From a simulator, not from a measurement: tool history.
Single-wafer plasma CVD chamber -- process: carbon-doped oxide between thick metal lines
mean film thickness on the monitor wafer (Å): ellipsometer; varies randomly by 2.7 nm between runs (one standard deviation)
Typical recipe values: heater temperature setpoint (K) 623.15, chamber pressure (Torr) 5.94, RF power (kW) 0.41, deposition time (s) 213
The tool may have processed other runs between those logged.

run,hour,heater temperature setpoint (K),chamber pressure (Torr),RF power (kW),deposition time (s),"read-back reference wafer on the same gauge, thickness_nm",mean film thickness on the monitor wafer (Å)
1,0,623.15,5.94,0.41,213,1024.681,8836.75
2,33.7,623.15,5.94,0.41,213,1025.297,8754.13
3,53,623.15,5.94,0.41,242,1024.692,9891.17
4,72.8,623.15,5.94,0.41,242,1025.097,9902.98
5,103.3,623.15,5.94,0.41,242,1023.307,9858.72
# hour 117.7: thermocouple changed; heater temperature recalibrated
6,118.2,623.15,5.94,0.41,213,1025.034,8621.36
7,136.2,623.15,5.94,0.41,195,1024.727,7933.45
8,151.4,623.15,6.73,0.41,198,1025.928,8109.52
# hour 168.7: gauge calibrated
# hour 173.8: showerhead replaced
9,174.3,623.15,5.94,0.41,213,1025.131,8607.35
# hour 188.1: capacitance manometer re-zeroed and calibrated
10,195.5,623.15,5.94,0.41,213,1024.2,8577.05
11,223.1,618.15,5.94,0.465,239,1026.101,10986.62
# hour 235.6: RF generator calibrated
12,257,623.15,6.71,0.41,232,1024.822,10246.97
13,282.1,623.15,5.94,0.41,213,1025.043,9319.27
14,295.3,623.15,4.92,0.41,213,1025.024,9042.62
15,325.7,623.15,6.79,0.375,174,1023.903,7072.95

Below are 4 alternative next runs, each starting from the tool's condition after run 15. Predict each:
A,326.2,623.15,5.94,0.41,213,?,?
B,326.2,623.15,4.61,0.41,213,?,?
C,326.2,614.15,5.94,0.46,233,?,?
D,326.2,638.15,5.94,0.435,213,?,?

run,"read-back reference wafer on the same gauge, thickness_nm",mean film thickness on the monitor wafer (Å)
A,1024.148,9278.15
B,1024.148,8882.17
C,1024.148,11596.86
D,1024.148,9435.86
With the hidden condition removed and each run's random variation left untouched, the same runs would have given:
run,mean film thickness on the monitor wafer (Å)
A,9338.42
B,8939.86
C,11661.73
D,9497.15
